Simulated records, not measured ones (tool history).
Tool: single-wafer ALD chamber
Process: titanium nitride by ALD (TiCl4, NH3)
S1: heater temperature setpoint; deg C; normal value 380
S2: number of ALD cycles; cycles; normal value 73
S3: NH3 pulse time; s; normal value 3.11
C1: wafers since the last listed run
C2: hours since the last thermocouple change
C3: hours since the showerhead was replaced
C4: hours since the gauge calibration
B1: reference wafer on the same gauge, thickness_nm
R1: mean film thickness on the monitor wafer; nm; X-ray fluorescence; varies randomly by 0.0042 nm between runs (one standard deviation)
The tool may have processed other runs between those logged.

Run 1, hour 0.0: usual settings; C1 0; C2 1248.6; C3 3104.4; C4 396.5; B1 1.819. Result: R1 1.632 nm.
Run 2, hour 44.7: usual settings; C1 154; C2 1293.3; C3 3149.1; C4 441.2; B1 1.819. Result: R1 1.626 nm.
Run 3, hour 79.5: usual settings; C1 119; C2 1328.1; C3 3183.9; C4 476.0; B1 1.817. Result: R1 1.631 nm.
Run 4, hour 124.3: usual settings; C1 154; C2 1372.9; C3 3228.7; C4 520.8; B1 1.816. Result: R1 1.632 nm.
Run 5, hour 159.7: usual settings but S1 383 deg C; C1 122; C2 1408.3; C3 3264.1; C4 556.2; B1 1.813. Result: R1 1.632 nm.
Run 6, hour 212.6: usual settings but S1 383 deg C; C1 182; C2 1461.2; C3 3317.0; C4 609.1; B1 1.814. Result: R1 1.628 nm.
Run 7, hour 269.1: usual settings; C1 194; C2 1517.7; C3 3373.5; C4 665.6; B1 1.813. Result: R1 1.626 nm.
Run 8, hour 326.9: usual settings; C1 199; C2 1575.5; C3 3431.3; C4 723.4; B1 1.814. Result: R1 1.628 nm.
At hour 375.2: gauge calibrated.
Run 9, hour 386.4: usual settings; C1 205; C2 1635.0; C3 3490.8; C4 11.2; B1 1.862. Result: R1 1.669 nm.
Run 10, hour 442.4: usual settings; C1 193; C2 1691.0; C3 3546.8; C4 67.2; B1 1.850. Result: R1 1.657 nm.
Run 11, hour 492.7: usual settings; C1 173; C2 1741.3; C3 3597.1; C4 117.5; B1 1.842. Result: R1 1.653 nm.
Run 12, hour 526.8: usual settings but S2 83 cycles, S3 2.23 s; C1 117; C2 1775.4; C3 3631.2; C4 151.6; B1 1.836. Result: R1 1.855 nm.
Run 13, hour 557.1: usual settings but S3 3.76 s; C1 104; C2 1805.7; C3 3661.5; C4 181.9; B1 1.835. Result: R1 1.659 nm.
Run 14, hour 609.1: usual settings but S2 84 cycles; C1 179; C2 1857.7; C3 3713.5; C4 233.9; B1 1.831. Result: R1 1.896 nm.
At hour 624.0: thermocouple changed; heater temperature recalibrated.
At hour 627.0: showerhead replaced.
Run 15, hour 634.4: usual settings; C1 49; C2 10.4; C3 7.4; C4 259.2; B1 1.828. Result: R1 1.642 nm.
Run 16, hour 845.1: usual settings but S2 84 cycles, S3 3.88 s; C1 726; C2 221.1; C3 218.1; C4 469.9; B1 1.816. Result: R1 1.890 nm.
Run 17, hour 892.5: usual settings; C1 163; C2 268.5; C3 265.5; C4 517.3; B1 1.815. Result: R1 1.635 nm.
Run 18, hour 944.5: usual settings but S1 376 deg C, S2 82 cycles, S3 4.32 s; C1 179; C2 320.5; C3 317.5; C4 569.3; B1 1.815. Result: R1 1.852 nm.
Run 19, hour 1005.2: usual settings but S1 393 deg C, S2 65 cycles, S3 4.33 s; C1 209; C2 381.2; C3 378.2; C4 630.0; B1 1.813. Result: R1 1.473 nm.
At hour 1017.2: gauge calibrated.
Run 20, hour 1056.9: usual settings but S1 387 deg C, S3 4.34 s; C1 178; C2 432.9; C3 429.9; C4 39.7; B1 1.854. Result: R1 1.687 nm.
Run 21, hour 1094.6: usual settings but S1 386 deg C, S2 63 cycles, S3 4.35 s; C1 129; C2 470.6; C3 467.6; C4 77.4; B1 1.847. Result: R1 1.451 nm.
Run 22, hour 1132.8: usual settings but S1 368 deg C, S2 80 cycles, S3 2.47 s; C1 131; C2 508.8; C3 505.8; C4 115.6; B1 1.840. Result: R1 1.760 nm.

Here are 4 independent what-if runs from the current tool condition. What would each one return?
Run A, hour 1133.4: usual settings; C1 2; C2 509.4; C3 506.4; C4 116.2; B1 ?. Result: R1 ?.
Run B, hour 1133.4: usual settings but S1 393 deg C, S2 66 cycles; C1 2; C2 509.4; C3 506.4; C4 116.2; B1 ?. Result: R1 ?.
Run C, hour 1133.4: usual settings but S2 67 cycles, S3 2.48 s; C1 2; C2 509.4; C3 506.4; C4 116.2; B1 ?. Result: R1 ?.
Run D, hour 1133.4: usual settings but S1 366 deg C, S2 83 cycles; C1 2; C2 509.4; C3 506.4; C4 116.2; B1 ?. Result: R1 ?.

run     B1     R1
  A  1.839  1.652
  B  1.839  1.507
  C  1.839  1.502
  D  1.839  1.846
Without the tool's hidden state the same runs would have given:
run     R1
  A  1.670
  B  1.523
  C  1.518
  D  1.865
